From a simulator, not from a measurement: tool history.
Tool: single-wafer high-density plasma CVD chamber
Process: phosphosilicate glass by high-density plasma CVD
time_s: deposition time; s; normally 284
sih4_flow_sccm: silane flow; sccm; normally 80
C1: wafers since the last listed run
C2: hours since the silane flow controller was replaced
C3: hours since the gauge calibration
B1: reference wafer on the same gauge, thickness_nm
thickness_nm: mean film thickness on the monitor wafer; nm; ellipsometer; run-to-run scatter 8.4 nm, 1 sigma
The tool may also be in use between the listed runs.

run 1 hour=0.0 | time_s=243 sih4_flow_sccm=80 | C1=0 C2=3812.5 C3=904.0 | B1=2458.829 | thickness_nm=1932.191
-- hour=45.8 gauge calibrated
run 2 hour=100.0 | time_s=243 sih4_flow_sccm=80 | C1=408 C2=3912.5 C3=54.2 | B1=2494.284 | thickness_nm=1966.568
run 3 hour=180.3 | time_s=243 sih4_flow_sccm=80 | C1=328 C2=3992.8 C3=134.5 | B1=2492.648 | thickness_nm=1961.782
run 4 hour=229.7 | time_s=284 sih4_flow_sccm=80 | C1=201 C2=4042.2 C3=183.9 | B1=2482.109 | thickness_nm=2289.459
run 5 hour=283.2 | time_s=284 sih4_flow_sccm=80 | C1=218 C2=4095.7 C3=237.4 | B1=2476.134 | thickness_nm=2277.028
run 6 hour=358.1 | time_s=284 sih4_flow_sccm=80 | C1=306 C2=4170.6 C3=312.3 | B1=2475.498 | thickness_nm=2292.661
run 7 hour=407.7 | time_s=284 sih4_flow_sccm=80 | C1=202 C2=4220.2 C3=361.9 | B1=2478.814 | thickness_nm=2280.757
run 8 hour=501.0 | time_s=314 sih4_flow_sccm=70 | C1=381 C2=4313.5 C3=455.2 | B1=2467.908 | thickness_nm=2350.306
-- hour=521.4 silane flow controller replaced
run 9 hour=564.7 | time_s=314 sih4_flow_sccm=70 | C1=227 C2=43.3 C3=518.9 | B1=2466.507 | thickness_nm=2350.487
run 10 hour=622.5 | time_s=247 sih4_flow_sccm=66 | C1=236 C2=101.1 C3=576.7 | B1=2465.675 | thickness_nm=1795.288
run 11 hour=711.5 | time_s=284 sih4_flow_sccm=90 | C1=363 C2=190.1 C3=665.7 | B1=2465.543 | thickness_nm=2412.299
run 12 hour=765.9 | time_s=327 sih4_flow_sccm=95 | C1=222 C2=244.5 C3=720.1 | B1=2462.226 | thickness_nm=2874.337
run 13 hour=817.0 | time_s=228 sih4_flow_sccm=80 | C1=208 C2=295.6 C3=771.2 | B1=2464.076 | thickness_nm=1824.288
run 14 hour=887.3 | time_s=299 sih4_flow_sccm=90 | C1=287 C2=365.9 C3=841.5 | B1=2462.240 | thickness_nm=2538.505
-- hour=944.2 gauge calibrated
run 15 hour=971.1 | time_s=266 sih4_flow_sccm=80 | C1=342 C2=449.7 C3=26.9 | B1=2492.723 | thickness_nm=2158.485
run 16 hour=1048.3 | time_s=284 sih4_flow_sccm=80 | C1=315 C2=526.9 C3=104.1 | B1=2488.155 | thickness_nm=2291.714
run 17 hour=1113.1 | time_s=324 sih4_flow_sccm=80 | C1=264 C2=591.7 C3=168.9 | B1=2482.461 | thickness_nm=2619.411
run 18 hour=1209.4 | time_s=248 sih4_flow_sccm=88 | C1=393 C2=688.0 C3=265.2 | B1=2479.413 | thickness_nm=2091.115

Predict each of these 3 candidate next runs independently; none follows another, all start after run 18:
run A hour=1209.9 | time_s=284 sih4_flow_sccm=72 | C1=2 C2=688.5 C3=265.7 | B1=? | thickness_nm=?
run B hour=1209.9 | time_s=252 sih4_flow_sccm=80 | C1=2 C2=688.5 C3=265.7 | B1=? | thickness_nm=?
run C hour=1209.9 | time_s=303 sih4_flow_sccm=74 | C1=2 C2=688.5 C3=265.7 | B1=? | thickness_nm=?

run=A B1=2479.153 thickness_nm=2160.021
run=B B1=2479.153 thickness_nm=2025.602
run=C B1=2479.153 thickness_nm=2337.283
Without the tool's hidden state the same runs would have given:
run=A thickness_nm=2180.048
run=B thickness_nm=2044.384
run=C thickness_nm=2358.955
